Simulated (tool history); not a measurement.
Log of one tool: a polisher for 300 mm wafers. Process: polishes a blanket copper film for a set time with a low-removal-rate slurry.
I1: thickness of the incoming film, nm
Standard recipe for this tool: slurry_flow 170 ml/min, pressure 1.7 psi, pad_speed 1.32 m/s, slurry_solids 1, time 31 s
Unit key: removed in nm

run 1 hour=0 | slurry_flow=205 pressure=1.7 pad_speed=1.32 slurry_solids=1 time=31 | I1=1240.6 | removed=78.9
run 2 hour=9.1 | slurry_flow=205 pressure=1.7 pad_speed=1.32 slurry_solids=1 time=31 | I1=1235 | removed=81.2
run 3 hour=23.4 | slurry_flow=205 pressure=1.7 pad_speed=1.32 slurry_solids=1 time=31 | I1=1243.7 | removed=79.3
run 4 hour=33.7 | slurry_flow=170 pressure=1.7 pad_speed=1.32 slurry_solids=1 time=31 | I1=1233.7 | removed=72.3
run 5 hour=42.9 | slurry_flow=170 pressure=1.2 pad_speed=1.32 slurry_solids=1 time=31 | I1=1236.4 | removed=56.4
run 6 hour=62.3 | slurry_flow=170 pressure=1.2 pad_speed=1.32 slurry_solids=1 time=31 | I1=1235.8 | removed=59.4
run 7 hour=78 | slurry_flow=170 pressure=1.7 pad_speed=1.32 slurry_solids=1 time=31 | I1=1231.3 | removed=75.1
run 8 hour=89.4 | slurry_flow=170 pressure=1.7 pad_speed=1.32 slurry_solids=1 time=31 | I1=1242.4 | removed=74.4
run 9 hour=114.5 | slurry_flow=170 pressure=1.7 pad_speed=1.32 slurry_solids=1 time=31 | I1=1233.4 | removed=72.6
run 10 hour=123.4 | slurry_flow=170 pressure=1.7 pad_speed=1.32 slurry_solids=1 time=31 | I1=1259.8 | removed=73.3
run 11 hour=135 | slurry_flow=170 pressure=1.7 pad_speed=1.1 slurry_solids=1 time=37 | I1=1262.9 | removed=71.6
run 12 hour=143.7 | slurry_flow=210 pressure=1.7 pad_speed=1.32 slurry_solids=1.25 time=31 | I1=1253.8 | removed=75
run 13 hour=149.9 | slurry_flow=215 pressure=1.7 pad_speed=1.64 slurry_solids=1.1 time=34 | I1=1237.5 | removed=96.1
run 14 hour=161.5 | slurry_flow=170 pressure=1.7 pad_speed=1.32 slurry_solids=1 time=31 | I1=1243.8 | removed=75.7
run 15 hour=172.3 | slurry_flow=170 pressure=1.4 pad_speed=1.32 slurry_solids=1 time=31 | I1=1253.2 | removed=66.4
run 16 hour=188.4 | slurry_flow=125 pressure=1.7 pad_speed=1.32 slurry_solids=1.2 time=31 | I1=1249 | removed=76
run 17 hour=194.6 | slurry_flow=200 pressure=1.7 pad_speed=1.32 slurry_solids=1 time=23 | I1=1254 | removed=58.1
run 18 hour=201.6 | slurry_flow=125 pressure=1.9 pad_speed=1.44 slurry_solids=0.85 time=31 | I1=1237.5 | removed=80.5
run 19 hour=211.7 | slurry_flow=170 pressure=1.7 pad_speed=1.32 slurry_solids=1 time=31 | I1=1225.1 | removed=73.8
run 20 hour=224 | slurry_flow=125 pressure=1.9 pad_speed=1.32 slurry_solids=1 time=31 | I1=1260.6 | removed=73.9
run 21 hour=237.3 | slurry_flow=145 pressure=1.7 pad_speed=1.32 slurry_solids=1 time=31 | I1=1258.2 | removed=69
run 22 hour=251.8 | slurry_flow=205 pressure=1.7 pad_speed=1.32 slurry_solids=1 time=41 | I1=1224.5 | removed=92.3
run 23 hour=268.8 | slurry_flow=110 pressure=1.7 pad_speed=1.32 slurry_solids=1 time=31 | I1=1236.7 | removed=71.6
run 24 hour=284.1 | slurry_flow=220 pressure=2 pad_speed=1.32 slurry_solids=1 time=31 | I1=1262.3 | removed=92.1
run 25 hour=301.8 | slurry_flow=170 pressure=2 pad_speed=1.74 slurry_solids=1 time=22 | I1=1257.1 | removed=83
run 26 hour=310.5 | slurry_flow=125 pressure=1.9 pad_speed=1.44 slurry_solids=0.85 time=31 | I1=1230.3 | removed=83.1
run 27 hour=360.5 | slurry_flow=170 pressure=1.7 pad_speed=1.32 slurry_solids=1 time=31 | I1=1243.9 | removed=71
run 28 hour=370 | slurry_flow=170 pressure=1.7 pad_speed=1.02 slurry_solids=1 time=21 | I1=1229.2 | removed=35.8
run 29 hour=387.8 | slurry_flow=170 pressure=1.7 pad_speed=1.32 slurry_solids=1 time=31 | I1=1257.9 | removed=75.8
run 30 hour=397.6 | slurry_flow=125 pressure=1.7 pad_speed=1 slurry_solids=1.1 time=31 | I1=1227.2 | removed=58.1

Removed from this log: 7 entries logged between the listed runs. Between which two listed runs does each belong, and how does the tool's hidden state at the listed run before it compare with that at the listed run after it?
Runs 5 to 6: worn pad replaced by a new one (hour 61.8)
  removal rate lost through wear of the pad, %: 7.31 -> 3.28
  measured value less the no-hidden-state value, removed: -4.4 -> -2 nm
Runs 6 to 7: slurry nozzle cleaned (hour 69.4)
  removal rate lost through wear of the pad, %: 3.28 -> 3.6
  measured value less the no-hidden-state value, removed: -2 -> -2.8 nm
Runs 8 to 9: slurry blender recalibrated (hour 102.4)
  removal rate lost through wear of the pad, %: 4.21 -> 6.67
  measured value less the no-hidden-state value, removed: -3.3 -> -5.2 nm
Runs 13 to 14: worn pad replaced by a new one (hour 155.4)
  removal rate lost through wear of the pad, %: 12.8 -> 2.25
  measured value less the no-hidden-state value, removed: -14 -> -1.8 nm
Runs 16 to 17: head pressure recalibrated (hour 191.3)
  removal rate lost through wear of the pad, %: 3.53 -> 4.08
  measured value less the no-hidden-state value, removed: -2.8 -> -2.5 nm
Runs 22 to 23: worn pad replaced by a new one (hour 268.3)
  removal rate lost through wear of the pad, %: 13.6 -> 0.287
  measured value less the no-hidden-state value, removed: -14.5 -> -0.2 nm
Runs 28 to 29: worn pad replaced by a new one (hour 376.8)
  removal rate lost through wear of the pad, %: 12.9 -> 1.51
  measured value less the no-hidden-state value, removed: -5.3 -> -1.2 nm

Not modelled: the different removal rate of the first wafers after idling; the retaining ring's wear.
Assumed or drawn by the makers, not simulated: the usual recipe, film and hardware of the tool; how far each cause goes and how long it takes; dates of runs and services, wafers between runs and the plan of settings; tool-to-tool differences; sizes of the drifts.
